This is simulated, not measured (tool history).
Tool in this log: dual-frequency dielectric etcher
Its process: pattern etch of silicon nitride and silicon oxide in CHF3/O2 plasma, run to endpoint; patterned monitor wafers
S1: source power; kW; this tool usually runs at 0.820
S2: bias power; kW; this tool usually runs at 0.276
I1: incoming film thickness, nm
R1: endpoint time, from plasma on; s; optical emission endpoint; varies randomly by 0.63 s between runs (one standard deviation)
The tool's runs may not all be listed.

run 1 hour=0.0 | S1=0.820 S2=0.276 | I1=222.8 | R1=119.3
run 2 hour=31.2 | S1=0.820 S2=0.276 | I1=224.8 | R1=120.2
run 3 hour=70.3 | S1=0.720 S2=0.231 | I1=222.1 | R1=140.0
run 4 hour=99.6 | S1=0.870 S2=0.276 | I1=222.3 | R1=115.6
run 5 hour=149.4 | S1=0.870 S2=0.276 | I1=224.3 | R1=116.0
run 6 hour=200.4 | S1=0.870 S2=0.276 | I1=222.4 | R1=114.7
run 7 hour=258.0 | S1=0.820 S2=0.276 | I1=222.5 | R1=118.4
run 8 hour=294.6 | S1=0.820 S2=0.276 | I1=222.4 | R1=117.3
run 9 hour=330.7 | S1=0.820 S2=0.276 | I1=221.8 | R1=117.8
run 10 hour=394.5 | S1=0.980 S2=0.276 | I1=224.4 | R1=110.8
run 11 hour=441.4 | S1=0.980 S2=0.276 | I1=224.8 | R1=109.5
run 12 hour=505.7 | S1=0.900 S2=0.233 | I1=222.1 | R1=125.4
-- hour=539.6 wet clean of the chamber
run 13 hour=574.0 | S1=0.900 S2=0.233 | I1=222.2 | R1=124.1
run 14 hour=624.7 | S1=0.900 S2=0.233 | I1=222.9 | R1=124.3
run 15 hour=670.2 | S1=0.940 S2=0.327 | I1=224.2 | R1=101.9
run 16 hour=720.2 | S1=0.940 S2=0.327 | I1=224.3 | R1=102.4
-- hour=778.6 upper electrode replaced
run 17 hour=779.1 | S1=0.660 S2=0.276 | I1=222.6 | R1=132.3
run 18 hour=804.5 | S1=0.660 S2=0.250 | I1=222.0 | R1=140.0
run 19 hour=844.1 | S1=0.820 S2=0.295 | I1=222.1 | R1=114.0
run 20 hour=883.3 | S1=0.820 S2=0.276 | I1=223.6 | R1=118.8
run 21 hour=937.2 | S1=1.000 S2=0.222 | I1=224.5 | R1=122.1
run 22 hour=993.5 | S1=0.890 S2=0.276 | I1=223.6 | R1=113.0
run 23 hour=1061.7 | S1=0.820 S2=0.276 | I1=222.9 | R1=118.9
run 24 hour=1100.3 | S1=0.700 S2=0.215 | I1=223.1 | R1=149.0
-- hour=1171.3 wet clean of the chamber
run 25 hour=1171.8 | S1=0.990 S2=0.276 | I1=224.2 | R1=107.6
run 26 hour=1216.8 | S1=0.870 S2=0.241 | I1=221.9 | R1=122.5
-- hour=1244.1 source power generator calibrated
-- hour=1362.2 bias power generator calibrated
run 27 hour=1426.4 | S1=0.820 S2=0.276 | I1=221.9 | R1=119.2
run 28 hour=1456.4 | S1=0.640 S2=0.343 | I1=223.1 | R1=121.5
run 29 hour=1484.8 | S1=0.820 S2=0.276 | I1=223.2 | R1=120.7
run 30 hour=1546.7 | S1=0.700 S2=0.335 | I1=223.0 | R1=117.0
run 31 hour=1592.1 | S1=0.930 S2=0.333 | I1=225.0 | R1=102.6
run 32 hour=1629.6 | S1=1.010 S2=0.306 | I1=223.4 | R1=102.7
run 33 hour=1661.9 | S1=0.720 S2=0.319 | I1=224.2 | R1=120.0
run 34 hour=1728.1 | S1=0.820 S2=0.276 | I1=221.2 | R1=120.4

Each row is a separate what-if for the run after 34, all from the same tool condition, not one after another. Results?
run A hour=1728.6 | S1=0.820 S2=0.331 | I1=222.1 | R1=?
run B hour=1728.6 | S1=0.970 S2=0.210 | I1=222.1 | R1=?
run C hour=1728.6 | S1=0.820 S2=0.297 | I1=222.1 | R1=?

run=A R1=107.7
run=B R1=128.2
run=C R1=114.2
Without the tool's unlogged condition, the same runs would have read:
run=A R1=108.4
run=B R1=129.1
run=C R1=115.0

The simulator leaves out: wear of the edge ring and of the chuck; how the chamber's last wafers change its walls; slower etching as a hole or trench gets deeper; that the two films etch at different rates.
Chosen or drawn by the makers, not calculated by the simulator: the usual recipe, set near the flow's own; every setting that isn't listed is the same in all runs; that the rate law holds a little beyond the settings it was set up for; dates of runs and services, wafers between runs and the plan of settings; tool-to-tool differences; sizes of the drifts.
